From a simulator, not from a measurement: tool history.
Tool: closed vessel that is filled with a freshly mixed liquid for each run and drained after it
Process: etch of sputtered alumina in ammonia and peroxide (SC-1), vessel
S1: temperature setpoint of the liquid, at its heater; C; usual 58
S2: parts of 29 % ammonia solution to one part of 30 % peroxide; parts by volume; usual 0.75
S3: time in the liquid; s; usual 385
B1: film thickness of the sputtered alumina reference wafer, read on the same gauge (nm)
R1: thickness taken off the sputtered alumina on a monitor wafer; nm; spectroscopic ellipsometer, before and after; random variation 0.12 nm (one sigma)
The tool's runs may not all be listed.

| run | day | S1 | S2 | S3 | B1 | R1 |
|---|---|---|---|---|---|---|
| 1 | 0 | 58 | 0.75 | 320 | 79.99 | 17.12 |
|  | 0.588 | gauge calibrated |
| 2 | 1.208 | 58 | 0.75 | 545 | 79.96 | 29.13 |
| 3 | 2.562 | 58 | 0.75 | 545 | 80.01 | 28.89 |
| 4 | 3.704 | 60.5 | 0.75 | 385 | 79.99 | 23.48 |
| 5 | 5.188 | 58 | 0.75 | 555 | 80.02 | 29.61 |
| 6 | 6.662 | 58 | 0.75 | 555 | 80.03 | 30.03 |
| 7 | 7.967 | 58 | 0.75 | 555 | 79.98 | 29.61 |
| 8 | 9.067 | 58 | 0.65 | 385 | 80.02 | 20.26 |
| 9 | 9.662 | 58 | 0.65 | 385 | 79.98 | 20.36 |
| 10 | 10.646 | 58 | 0.75 | 385 | 80 | 20.57 |
| 11 | 11.354 | 58 | 0.75 | 385 | 80.01 | 20.45 |
|  | 11.571 | ammonia flow meter replaced |
| 12 | 12.467 | 58 | 0.75 | 385 | 80 | 20.6 |
| 13 | 15.567 | 58 | 0.75 | 385 | 79.97 | 20.45 |
|  | 16.883 | new drum of ammonia solution connected |
| 14 | 16.908 | 58 | 0.75 | 385 | 80 | 20.72 |
|  | 18.783 | thermometer replaced |
| 15 | 20.979 | 65 | 0.75 | 245 | 79.99 | 18.55 |
| 16 | 21.854 | 65 | 1.05 | 385 | 79.96 | 30.3 |
| 17 | 23.192 | 61 | 0.9 | 455 | 80.01 | 29.11 |
| 18 | 24.133 | 49.5 | 1 | 385 | 80.01 | 13.32 |
| 19 | 24.908 | 53.5 | 1.15 | 185 | 80.02 | 8.1 |
| 20 | 26.008 | 58 | 0.75 | 385 | 79.99 | 20.6 |
|  | 26.254 | gauge calibrated |
| 21 | 27.296 | 58 | 0.65 | 385 | 80.02 | 20.4 |
| 22 | 28.304 | 51 | 1.05 | 385 | 79.98 | 14.72 |
| 23 | 29.417 | 58 | 0.75 | 275 | 79.98 | 14.75 |
| 24 | 30.825 | 58 | 0.75 | 385 | 80.05 | 20.75 |
| 25 | 31.596 | 53.5 | 0.75 | 385 | 80 | 16.12 |
| 26 | 32.504 | 58 | 0.75 | 555 | 80.01 | 29.77 |
| 27 | 33.771 | 50 | 0.6 | 585 | 80.02 | 19.99 |
| 28 | 37.204 | 49 | 1.1 | 385 | 79.98 | 13.12 |
| 29 | 37.842 | 53.5 | 0.75 | 580 | 79.99 | 24.51 |

3 ways to go on from here, each from the tool as it stands after run 29. What would each give?
| A | 37.875 | 61.5 | 0.75 | 385 | ? | ? |
| B | 37.875 | 51 | 0.5 | 185 | ? | ? |
| C | 37.875 | 58 | 0.45 | 385 | ? | ? |

| run | B1 | R1 |
|---|---|---|
| A | 80.04 | 24.7 |
| B | 80.04 | 6.57 |
| C | 80.04 | 19.66 |
Without the tool's hidden state the same runs would have given:
| run | R1 |
|---|---|
| A | 24.7 |
| B | 6.57 |
| C | 19.66 |
